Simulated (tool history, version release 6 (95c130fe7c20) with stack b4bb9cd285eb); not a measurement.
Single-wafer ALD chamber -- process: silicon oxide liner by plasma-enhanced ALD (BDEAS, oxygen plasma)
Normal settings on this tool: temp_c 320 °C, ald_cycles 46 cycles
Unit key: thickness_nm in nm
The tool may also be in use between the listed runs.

run	hour	temp_c	ald_cycles	read-back reference wafer on the same gauge, thickness_nm	thickness_nm
1	0.0	320	46	4.424	4.206
# hour 4.4: gauge calibrated
2	14.9	320	46	4.418	4.221
3	30.5	320	46	4.426	4.265
4	39.9	320	46	4.433	4.195
5	49.1	320	46	4.424	4.192
6	58.5	332	46	4.418	4.128
7	80.0	332	46	4.422	4.147
8	87.1	320	46	4.425	4.206
9	103.2	320	46	4.421	4.206
10	123.9	315	39	4.422	3.620
11	169.6	320	46	4.421	4.214
12	180.2	320	46	4.424	4.238
13	196.2	320	46	4.417	4.251
14	204.4	320	46	4.423	4.213
15	221.5	312	40	4.421	3.723
16	227.7	328	46	4.412	4.161
17	237.2	328	39	4.425	3.496
# hour 246.5: thermocouple changed; heater temperature recalibrated
18	252.5	328	39	4.421	3.505
19	263.1	320	42	4.423	3.846
20	270.9	320	42	4.420	3.825
21	277.6	320	46	4.419	4.221
22	295.0	333	46	4.422	4.098
23	309.9	320	37	4.421	3.365
24	319.6	330	53	4.417	4.790
25	326.9	306	50	4.425	4.650
26	346.1	316	54	4.427	5.017
27	356.8	326	38	4.419	3.450
28	363.9	320	46	4.427	4.226
29	378.1	333	52	4.417	4.663
30	390.1	314	43	4.424	3.936
31	402.5	320	46	4.425	4.224
32	413.8	306	51	4.417	4.765
# hour 419.5: gauge calibrated
33	428.1	320	46	4.429	4.235
34	444.8	327	46	4.429	4.165
35	461.8	310	46	4.417	4.266
36	473.0	320	46	4.414	4.199
37	487.9	320	38	4.424	3.468
38	502.8	320	46	4.419	4.210
39	516.1	314	46	4.425	4.237
40	523.9	308	49	4.420	4.576
41	530.4	333	50	4.411	4.455
42	538.3	320	46	4.425	4.216
43	547.0	320	42	4.429	3.837

List, for all runs, the conditions of the tool that the log does not record:
wafer temperature above the value expected at the setpoint (K): 0 at every run
gauge reads high (%): 0 at every run
